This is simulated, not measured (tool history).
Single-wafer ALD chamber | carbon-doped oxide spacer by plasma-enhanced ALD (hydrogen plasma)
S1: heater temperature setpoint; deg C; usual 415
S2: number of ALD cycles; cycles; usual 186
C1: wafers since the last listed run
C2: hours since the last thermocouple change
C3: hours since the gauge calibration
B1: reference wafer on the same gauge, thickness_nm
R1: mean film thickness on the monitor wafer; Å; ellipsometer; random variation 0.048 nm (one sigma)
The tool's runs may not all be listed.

{"run": 1, "hour": 0.0, "S1": 415, "S2": 186, "C1": 0, "C2": 1594.9, "C3": 702.6, "B1": 7.753, "R1": 89.53}
{"run": 2, "hour": 13.5, "S1": 415, "S2": 186, "C1": 27, "C2": 1608.4, "C3": 716.1, "B1": 7.766, "R1": 89.97}
{"hour": 15.3, "done": "gauge calibrated"}
{"run": 3, "hour": 44.9, "S1": 415, "S2": 186, "C1": 64, "C2": 1639.8, "C3": 29.6, "B1": 7.754, "R1": 89.16}
{"run": 4, "hour": 73.9, "S1": 419, "S2": 210, "C1": 59, "C2": 1668.8, "C3": 58.6, "B1": 7.76, "R1": 100.17}
{"run": 5, "hour": 88.1, "S1": 404, "S2": 186, "C1": 29, "C2": 1683, "C3": 72.8, "B1": 7.758, "R1": 92.31}
{"run": 6, "hour": 101.2, "S1": 411, "S2": 186, "C1": 26, "C2": 1696.1, "C3": 85.9, "B1": 7.757, "R1": 90.1}
{"run": 7, "hour": 118.0, "S1": 411, "S2": 186, "C1": 34, "C2": 1712.9, "C3": 102.7, "B1": 7.76, "R1": 89.97}
{"run": 8, "hour": 130.7, "S1": 415, "S2": 186, "C1": 25, "C2": 1725.6, "C3": 115.4, "B1": 7.76, "R1": 89.63}
{"run": 9, "hour": 155.4, "S1": 415, "S2": 186, "C1": 50, "C2": 1750.3, "C3": 140.1, "B1": 7.765, "R1": 89.17}
{"run": 10, "hour": 173.6, "S1": 415, "S2": 186, "C1": 37, "C2": 1768.5, "C3": 158.3, "B1": 7.772, "R1": 88.75}
{"run": 11, "hour": 200.4, "S1": 415, "S2": 186, "C1": 54, "C2": 1795.3, "C3": 185.1, "B1": 7.76, "R1": 88.73}
{"run": 12, "hour": 224.6, "S1": 415, "S2": 186, "C1": 49, "C2": 1819.5, "C3": 209.3, "B1": 7.756, "R1": 88.66}
{"run": 13, "hour": 254.0, "S1": 415, "S2": 186, "C1": 60, "C2": 1848.9, "C3": 238.7, "B1": 7.752, "R1": 89.6}
{"run": 14, "hour": 266.1, "S1": 415, "S2": 186, "C1": 24, "C2": 1861, "C3": 250.8, "B1": 7.763, "R1": 89.99}
{"run": 15, "hour": 292.2, "S1": 415, "S2": 186, "C1": 53, "C2": 1887.1, "C3": 276.9, "B1": 7.752, "R1": 88.84}
{"run": 16, "hour": 311.3, "S1": 415, "S2": 186, "C1": 39, "C2": 1906.2, "C3": 296, "B1": 7.77, "R1": 89.26}
{"run": 17, "hour": 378.3, "S1": 415, "S2": 186, "C1": 137, "C2": 1973.2, "C3": 363, "B1": 7.76, "R1": 89.98}
{"run": 18, "hour": 399.1, "S1": 415, "S2": 186, "C1": 42, "C2": 1994, "C3": 383.8, "B1": 7.75, "R1": 90.01}
{"run": 19, "hour": 420.3, "S1": 415, "S2": 186, "C1": 43, "C2": 2015.2, "C3": 405, "B1": 7.759, "R1": 89.63}
{"hour": 436.1, "done": "thermocouple changed; heater temperature recalibrated"}
{"run": 20, "hour": 451.6, "S1": 415, "S2": 186, "C1": 47, "C2": 15.5, "C3": 436.3, "B1": 7.757, "R1": 89.56}
{"run": 21, "hour": 463.7, "S1": 415, "S2": 186, "C1": 24, "C2": 27.6, "C3": 448.4, "B1": 7.762, "R1": 89.33}
{"run": 22, "hour": 496.7, "S1": 415, "S2": 186, "C1": 67, "C2": 60.6, "C3": 481.4, "B1": 7.761, "R1": 89.43}
{"run": 23, "hour": 531.3, "S1": 415, "S2": 186, "C1": 70, "C2": 95.2, "C3": 516, "B1": 7.765, "R1": 90.01}
{"run": 24, "hour": 586.3, "S1": 405, "S2": 213, "C1": 112, "C2": 150.2, "C3": 571, "B1": 7.757, "R1": 105.72}
{"run": 25, "hour": 614.9, "S1": 408, "S2": 210, "C1": 58, "C2": 178.8, "C3": 599.6, "B1": 7.771, "R1": 102.11}
{"run": 26, "hour": 640.6, "S1": 405, "S2": 186, "C1": 52, "C2": 204.5, "C3": 625.3, "B1": 7.774, "R1": 92.48}
{"run": 27, "hour": 666.1, "S1": 415, "S2": 186, "C1": 52, "C2": 230, "C3": 650.8, "B1": 7.754, "R1": 89.18}
{"run": 28, "hour": 697.6, "S1": 415, "S2": 166, "C1": 64, "C2": 261.5, "C3": 682.3, "B1": 7.755, "R1": 79}
{"run": 29, "hour": 722.5, "S1": 407, "S2": 150, "C1": 50, "C2": 286.4, "C3": 707.2, "B1": 7.747, "R1": 74.05}
{"run": 30, "hour": 757.8, "S1": 426, "S2": 172, "C1": 72, "C2": 321.7, "C3": 742.5, "B1": 7.746, "R1": 80.27}
{"run": 31, "hour": 787.5, "S1": 415, "S2": 186, "C1": 60, "C2": 351.4, "C3": 772.2, "B1": 7.754, "R1": 90.24}
{"run": 32, "hour": 819.0, "S1": 429, "S2": 223, "C1": 64, "C2": 382.9, "C3": 803.7, "B1": 7.756, "R1": 103.27}
{"run": 33, "hour": 835.1, "S1": 408, "S2": 223, "C1": 32, "C2": 399, "C3": 819.8, "B1": 7.759, "R1": 109.09}
{"run": 34, "hour": 857.1, "S1": 415, "S2": 186, "C1": 44, "C2": 421, "C3": 841.8, "B1": 7.762, "R1": 89.31}
{"hour": 861.6, "done": "gauge calibrated"}
{"run": 35, "hour": 937.8, "S1": 404, "S2": 186, "C1": 165, "C2": 501.7, "C3": 76.2, "B1": 7.757, "R1": 92.82}
{"run": 36, "hour": 957.4, "S1": 415, "S2": 186, "C1": 40, "C2": 521.3, "C3": 95.8, "B1": 7.758, "R1": 89.32}
{"run": 37, "hour": 972.1, "S1": 421, "S2": 206, "C1": 30, "C2": 536, "C3": 110.5, "B1": 7.752, "R1": 98.29}
{"run": 38, "hour": 1001.7, "S1": 406, "S2": 211, "C1": 60, "C2": 565.6, "C3": 140.1, "B1": 7.757, "R1": 104.93}
{"run": 39, "hour": 1035.5, "S1": 421, "S2": 223, "C1": 69, "C2": 599.4, "C3": 173.9, "B1": 7.758, "R1": 105.8}
{"run": 40, "hour": 1062.0, "S1": 429, "S2": 202, "C1": 54, "C2": 625.9, "C3": 200.4, "B1": 7.762, "R1": 93.75}
{"run": 41, "hour": 1076.6, "S1": 415, "S2": 186, "C1": 29, "C2": 640.5, "C3": 215, "B1": 7.767, "R1": 88.97}
{"run": 42, "hour": 1090.5, "S1": 403, "S2": 186, "C1": 28, "C2": 654.4, "C3": 228.9, "B1": 7.76, "R1": 92.68}
{"run": 43, "hour": 1109.1, "S1": 410, "S2": 165, "C1": 38, "C2": 673, "C3": 247.5, "B1": 7.759, "R1": 80.73}
{"run": 44, "hour": 1128.6, "S1": 425, "S2": 159, "C1": 39, "C2": 692.5, "C3": 267, "B1": 7.755, "R1": 74.3}
{"run": 45, "hour": 1146.1, "S1": 415, "S2": 205, "C1": 35, "C2": 710, "C3": 284.5, "B1": 7.761, "R1": 98.97}

Each row is a separate what-if for the run after 45, all from the same tool condition, not one after another. Results?
{"run": "A", "hour": 1146.8, "S1": 415, "S2": 186, "C1": 1, "C2": 710.7, "C3": 285.2, "B1": "?", "R1": "?"}
{"run": "B", "hour": 1146.8, "S1": 402, "S2": 201, "C1": 1, "C2": 710.7, "C3": 285.2, "B1": "?", "R1": "?"}
{"run": "C", "hour": 1146.8, "S1": 421, "S2": 207, "C1": 1, "C2": 710.7, "C3": 285.2, "B1": "?", "R1": "?"}
{"run": "D", "hour": 1146.8, "S1": 403, "S2": 174, "C1": 1, "C2": 710.7, "C3": 285.2, "B1": "?", "R1": "?"}
{"run": "E", "hour": 1146.8, "S1": 424, "S2": 202, "C1": 1, "C2": 710.7, "C3": 285.2, "B1": "?", "R1": "?"}

run=A B1=7.749 R1=89.68
run=B B1=7.749 R1=100.39
run=C B1=7.749 R1=98.15
run=D B1=7.749 R1=86.68
run=E B1=7.749 R1=94.97
With no hidden state in the tool, these same runs would have given:
run=A R1=89.68
run=B R1=100.39
run=C R1=98.15
run=D R1=86.68
run=E R1=94.97
